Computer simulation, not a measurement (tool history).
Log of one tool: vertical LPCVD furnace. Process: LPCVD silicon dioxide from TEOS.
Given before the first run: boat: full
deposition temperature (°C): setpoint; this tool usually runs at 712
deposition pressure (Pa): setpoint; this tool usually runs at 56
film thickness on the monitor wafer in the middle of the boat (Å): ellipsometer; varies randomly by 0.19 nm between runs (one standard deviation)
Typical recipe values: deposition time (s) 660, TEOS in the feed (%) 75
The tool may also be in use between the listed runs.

run,hour,deposition temperature (°C),deposition pressure (Pa),deposition time (s),TEOS in the feed (%),"read-back reference wafer on the same gauge, thickness",film thickness on the monitor wafer in the middle of the boat (Å)
1,0,712,56,660,75,146.94,1386
2,7,712,56,660,75,146.98,1390.2
3,21,712,56,660,75,146.97,1392.9
4,38.6,712,62.7,660,75,146.95,1468.8
5,47.2,712,62.7,660,75,146.99,1468
6,62.4,712,56,660,75,147.06,1392.2
7,72.4,712,56,660,75,146.93,1388.2
8,86,712,56,660,75,147.01,1390.3
9,93.7,712,46,660,75,147.03,1263.3
# hour 120.7: gauge calibrated
# hour 124.2: TEOS flow controller replaced
# hour 126.5: pressure gauge zeroed
10,127,712,46,660,75,146.98,1260.5
11,130,712,46,660,75,147.08,1262.6
# hour 155.5: thermocouples replaced and temperature profile calibrated
12,156,712,50.7,660,75,147.03,1217.7
13,159,712,56,660,75,146.94,1281.5
14,170.7,712,42.7,660,83,147.09,1175.2
15,186.4,712,62.7,660,75,146.97,1351.8
16,204.3,712,44.7,780,68,146.97,1286.7
17,212.5,722,56,900,75,147.07,2187.4

What will run 18 give?
18,218.9,712,46,660,75,?,?

{"run 18": {"read-back reference wafer on the same gauge, thickness": 146.89, "film thickness on the monitor wafer in the middle of the boat (Å)": 1163.3}}
With no hidden state in the tool, this same run would have given film thickness on the monitor wafer in the middle of the boat (Å) 1150.9.
